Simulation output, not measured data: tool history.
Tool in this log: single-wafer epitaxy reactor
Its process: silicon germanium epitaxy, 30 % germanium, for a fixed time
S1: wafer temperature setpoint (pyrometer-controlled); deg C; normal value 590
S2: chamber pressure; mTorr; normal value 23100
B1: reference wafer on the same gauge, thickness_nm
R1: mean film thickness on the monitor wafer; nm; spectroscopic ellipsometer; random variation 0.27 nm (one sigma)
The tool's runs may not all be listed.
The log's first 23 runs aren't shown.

run,hour,S1,S2,B1,R1
24,1073.4,595,19400,60.938,53.911
25,1130.3,603,27600,60.924,72.290
26,1172.7,590,23100,60.865,51.394
27,1232.5,577,18400,61.019,35.843
28,1299.0,581,26900,61.051,44.985
29,1329.5,583,19000,61.031,41.191
30,1382.9,578,17900,60.902,36.040
31,1431.5,602,19100,61.024,61.427
32,1501.9,590,23100,61.052,51.611
33,1534.7,590,23100,60.997,51.783
34,1591.6,602,20900,60.939,63.188

Each row is a separate what-if for the run after 34, all from the same tool condition, not one after another. Results?
A,1592.0,590,25200,?,?
B,1592.0,590,20700,?,?
C,1592.0,594,23100,?,?
D,1592.0,598,17500,?,?
E,1592.0,590,27100,?,?

run,B1,R1
A,61.148,53.734
B,61.148,49.878
C,61.148,56.588
D,61.148,55.444
E,61.148,55.243
Take away the tool's hidden state, keep each run's random variation, and the runs would have read:
run,R1
A,53.047
B,49.241
C,55.865
D,54.736
E,54.537
